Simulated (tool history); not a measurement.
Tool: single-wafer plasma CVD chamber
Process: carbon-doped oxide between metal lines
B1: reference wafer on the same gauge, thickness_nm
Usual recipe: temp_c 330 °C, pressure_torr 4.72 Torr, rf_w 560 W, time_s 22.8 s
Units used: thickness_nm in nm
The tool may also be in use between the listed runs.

run 1 day=0 | temp_c=330 pressure_torr=4.72 rf_w=560 time_s=22.8 | B1=154.127 | thickness_nm=131.281
run 2 day=0.738 | temp_c=330 pressure_torr=4.72 rf_w=560 time_s=22.8 | B1=153.956 | thickness_nm=131.359
run 3 day=4.4 | temp_c=330 pressure_torr=4.72 rf_w=560 time_s=22.8 | B1=153.981 | thickness_nm=130.581
run 4 day=5.746 | temp_c=330 pressure_torr=4.99 rf_w=560 time_s=22.8 | B1=154.084 | thickness_nm=132.167
run 5 day=6.312 | temp_c=330 pressure_torr=4.17 rf_w=560 time_s=19.6 | B1=154.024 | thickness_nm=110.495
run 6 day=7.5 | temp_c=330 pressure_torr=4.17 rf_w=560 time_s=19.6 | B1=153.957 | thickness_nm=110.399
run 7 day=8.946 | temp_c=330 pressure_torr=4.17 rf_w=560 time_s=19.6 | B1=153.994 | thickness_nm=110.594
-- day=10.308 showerhead replaced
run 8 day=11.738 | temp_c=330 pressure_torr=4.72 rf_w=560 time_s=23.8 | B1=154.011 | thickness_nm=135.698
-- day=12.725 thermocouple changed; heater temperature recalibrated
run 9 day=13.125 | temp_c=330 pressure_torr=4.72 rf_w=560 time_s=22.8 | B1=154.044 | thickness_nm=131.149
-- day=13.942 capacitance manometer re-zeroed and calibrated
run 10 day=14.462 | temp_c=330 pressure_torr=4.72 rf_w=560 time_s=22.8 | B1=154.018 | thickness_nm=130.638
run 11 day=15.95 | temp_c=330 pressure_torr=4.72 rf_w=560 time_s=22.8 | B1=153.789 | thickness_nm=130.716
run 12 day=16.725 | temp_c=330 pressure_torr=4.72 rf_w=560 time_s=22.8 | B1=154.121 | thickness_nm=130.142
-- day=17.608 gauge calibrated
-- day=17.817 RF generator calibrated
run 13 day=17.838 | temp_c=319 pressure_torr=4.29 rf_w=645 time_s=21 | B1=154.008 | thickness_nm=133.729
run 14 day=18.4 | temp_c=330 pressure_torr=5.69 rf_w=560 time_s=22.8 | B1=153.995 | thickness_nm=135.892
run 15 day=19.033 | temp_c=320 pressure_torr=4.72 rf_w=560 time_s=27.2 | B1=154.139 | thickness_nm=162.457
run 16 day=19.975 | temp_c=330 pressure_torr=4.72 rf_w=560 time_s=22.8 | B1=153.929 | thickness_nm=132.225
run 17 day=21.354 | temp_c=330 pressure_torr=4.17 rf_w=560 time_s=19.6 | B1=154.019 | thickness_nm=111.392
run 18 day=21.933 | temp_c=324 pressure_torr=4.72 rf_w=560 time_s=22.8 | B1=154.133 | thickness_nm=134.97
run 19 day=22.846 | temp_c=330 pressure_torr=5.05 rf_w=490 time_s=22.8 | B1=153.861 | thickness_nm=124.514
run 20 day=23.662 | temp_c=330 pressure_torr=3.76 rf_w=560 time_s=20.8 | B1=154.152 | thickness_nm=116.281
run 21 day=24.208 | temp_c=330 pressure_torr=3.87 rf_w=665 time_s=20 | B1=154.025 | thickness_nm=122.993

Selected run-to-run steps in thickness_nm, each split into two signed amounts: the part the tool would show with no hidden state at all (from settings, incoming material and random variation), and the remainder, which goes to the hidden state together with any gauge scatter not common to the measured and the hidden-state-free results:
The tool's hidden condition here consists of: wafer temperature above the value expected at the setpoint (K); delivered RF power above the setpoint (%); true pressure above the setpoint (%); gauge reads high (%).
Run 7 -> 8: pressure_torr 4.17 -> 4.72, time_s 19.6 -> 23.8, showerhead replaced. thickness_nm +25.104 nm: hidden state -0.499, all else +25.603.
Run 12 -> 13: temp_c 330 -> 319, pressure_torr 4.72 -> 4.29, rf_w 560 -> 645, time_s 22.8 -> 21, gauge calibrated, RF generator calibrated. thickness_nm +3.587 nm: hidden state +1.94, all else +1.647.
Run 14 -> 15: temp_c 330 -> 320, pressure_torr 5.69 -> 4.72, time_s 22.8 -> 27.2. thickness_nm +26.565 nm: hidden state -0.023, all else +26.588.
Run 15 -> 16: temp_c 320 -> 330, time_s 27.2 -> 22.8. thickness_nm -30.232 nm: hidden state +0.02, all else -30.252.

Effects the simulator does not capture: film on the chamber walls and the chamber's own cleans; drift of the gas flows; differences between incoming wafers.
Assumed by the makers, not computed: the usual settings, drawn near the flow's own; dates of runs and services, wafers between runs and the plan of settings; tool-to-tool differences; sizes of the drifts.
